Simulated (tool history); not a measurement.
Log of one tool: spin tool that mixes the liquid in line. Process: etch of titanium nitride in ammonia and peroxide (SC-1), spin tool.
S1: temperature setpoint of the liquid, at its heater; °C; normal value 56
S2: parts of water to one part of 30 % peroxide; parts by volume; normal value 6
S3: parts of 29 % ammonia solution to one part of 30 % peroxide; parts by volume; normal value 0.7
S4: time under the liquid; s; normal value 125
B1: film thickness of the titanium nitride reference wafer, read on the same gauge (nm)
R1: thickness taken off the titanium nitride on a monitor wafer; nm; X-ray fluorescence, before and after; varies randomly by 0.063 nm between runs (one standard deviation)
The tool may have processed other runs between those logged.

run    hour    S1   S2    S3   S4      B1     R1
  1       0    56    6   0.7  125   99.99   10.2
       31.9  -- new drum of ammonia solution connected
  2    50.9    56    6   0.7  125  100.02  10.15
  3    91.1    56    6   0.7  125   99.99  10.09
  4   186.7    48    5  0.35  125   99.98   5.65
  5   237.4    56    6   0.7  125   99.97   9.96
  6   323.1    56    5   0.7   60  100.01   5.19
      333.7  -- ammonia flow meter replaced
  7   359.2    56  8.5   0.7  125   99.97    8.3
      362.3  -- thermometer replaced
  8   583.7  63.5    5   0.7  185     100  27.35
  9   638.2    56    6   0.7   85   99.98   7.01
      694.5  -- new drum of ammonia solution connected
 10   707.2    56    6   0.7  125   99.96  10.21
 11     769  60.5    6   0.7  125  100.01  13.61
 12   856.3    49    6   0.7  185  100.03   9.19
 13   934.9    56    9   0.5  125  100.02    7.8
      947.2  -- heated supply line repaired
 14   999.9    56    6   0.7  125  100.03     10
 15  1057.2    56    6   0.7  125   99.98   9.94
     1171.9  -- thermometer replaced
 16  1296.7  50.5    7   0.9  160  100.02   8.78
     1317.4  -- new drum of ammonia solution connected
 17  1400.2    56    6  0.55  145     100  11.44
 18  1460.3    56    6   0.7  125  100.02  10.23
 19  1498.1    56    6   0.7  125   99.99  10.09
 20  1564.3    56    6   0.7  195  100.03  15.97
 21  1608.5  48.5    6   0.7  125   99.99   6.15
 22  1707.8    61    7   0.7  125     100     13
 23  1792.8  48.5    6   0.7  125   99.97   5.96

What the log doesn't show, run by run:
ammonia flow above the setpoint (%): 0 across all the runs
temperature lost on the way to the wafer (K): 0 across all the runs
ammonia solution weaker than its label (%): 0 across all the runs
gauge reads high (%): 0 across all the runs
H1: liquid colder than its thermometer reads (K)
run     H1
  1  0.506
  2  0.567
  3  0.615
  4  0.729
  5  0.789
  6  0.891
  7  0.934
  8  0.308
  9  0.373
 10  0.455
 11  0.529
 12  0.633
 13  0.727
 14  0.804
 15  0.872
 16  0.177
 17  0.301
 18  0.372
 19  0.418
 20  0.497
 21  0.549
 22  0.668
 23  0.769

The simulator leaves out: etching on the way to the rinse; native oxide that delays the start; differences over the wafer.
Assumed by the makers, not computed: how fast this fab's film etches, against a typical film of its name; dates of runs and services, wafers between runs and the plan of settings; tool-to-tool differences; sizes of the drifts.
